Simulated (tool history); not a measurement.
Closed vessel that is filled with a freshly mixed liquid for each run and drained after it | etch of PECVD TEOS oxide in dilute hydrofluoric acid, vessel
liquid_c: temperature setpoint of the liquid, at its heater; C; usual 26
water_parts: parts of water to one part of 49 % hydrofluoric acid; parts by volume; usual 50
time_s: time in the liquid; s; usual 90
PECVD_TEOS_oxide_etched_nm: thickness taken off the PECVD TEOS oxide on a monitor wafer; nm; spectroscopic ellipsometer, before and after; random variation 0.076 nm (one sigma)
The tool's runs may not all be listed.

run	hour	liquid_c	water_parts	time_s	read-back film thickness of the PECVD TEOS oxide reference wafer, read on the same gauge (nm)	PECVD_TEOS_oxide_etched_nm
1	0	26	50	90	89.99	23.46
2	17.7	26	50	90	90	23.53
3	29.4	26	50	90	90.01	23.5
4	74.7	26	50	90	90.01	23.51
5	88.3	26	50	90	90.02	23.38
6	120.1	26	50	90	90.02	23.56
7	135.5	26	50	90	90	23.6
8	150.1	26	60	90	89.99	19.25
9	163	26	60	90	89.98	19.22
10	179.4	26	60	90	90	19.25
11	195	26	50	90	89.99	23.28
12	203.2	26	50	90	90.04	23.42
13	213.2	26	50	90	90	23.36
14	225.7	26	50	90	90.01	23.37
15	234.3	28.5	50	55	90	15.75
# hour 236: gauge calibrated
16	249.4	28.5	50	55	89.98	15.81
17	265.3	28.5	50	90	90	25.9
# hour 275.8: thermometer replaced
18	278.3	28.5	50	60	90	17.15
19	291.6	27.5	50	135	89.99	37.04
20	303	26	50	90	90	23.34
21	314	22.5	50	110	90.03	24.57
22	331	26	75	90	89.98	15
23	346.7	26	30	90	90	39.97
24	397	26	50	90	90.01	23.24
# hour 404.9: hydrofluoric acid flow meter replaced
25	407	26	50	140	90	37.66
26	424.6	26	50	90	90	24.13
27	433	26	50	90	90.04	24.23
28	454	26	70	55	90.01	10.27
29	465.7	26	50	90	90.02	24.15
30	479.7	26	65	90	90.01	18.29
31	513.4	26	50	90	89.96	24.1
32	524.7	23	40	65	89.98	19.52
33	533.6	26	30	125	89.99	57.32

3 ways to go on from here, each from the tool as it stands after run 33. What would each give?
A	534.3	26	50	90	?	?
B	534.3	23	75	130	?	?
C	534.3	30.5	50	45	?	?

run	read-back film thickness of the PECVD TEOS oxide reference wafer, read on the same gauge (nm)	PECVD_TEOS_oxide_etched_nm
A	89.99	24.02
B	89.99	19.81
C	89.99	14.36
Without the tool's hidden state the same runs would have given:
run	PECVD_TEOS_oxide_etched_nm
A	24.19
B	19.96
C	14.47
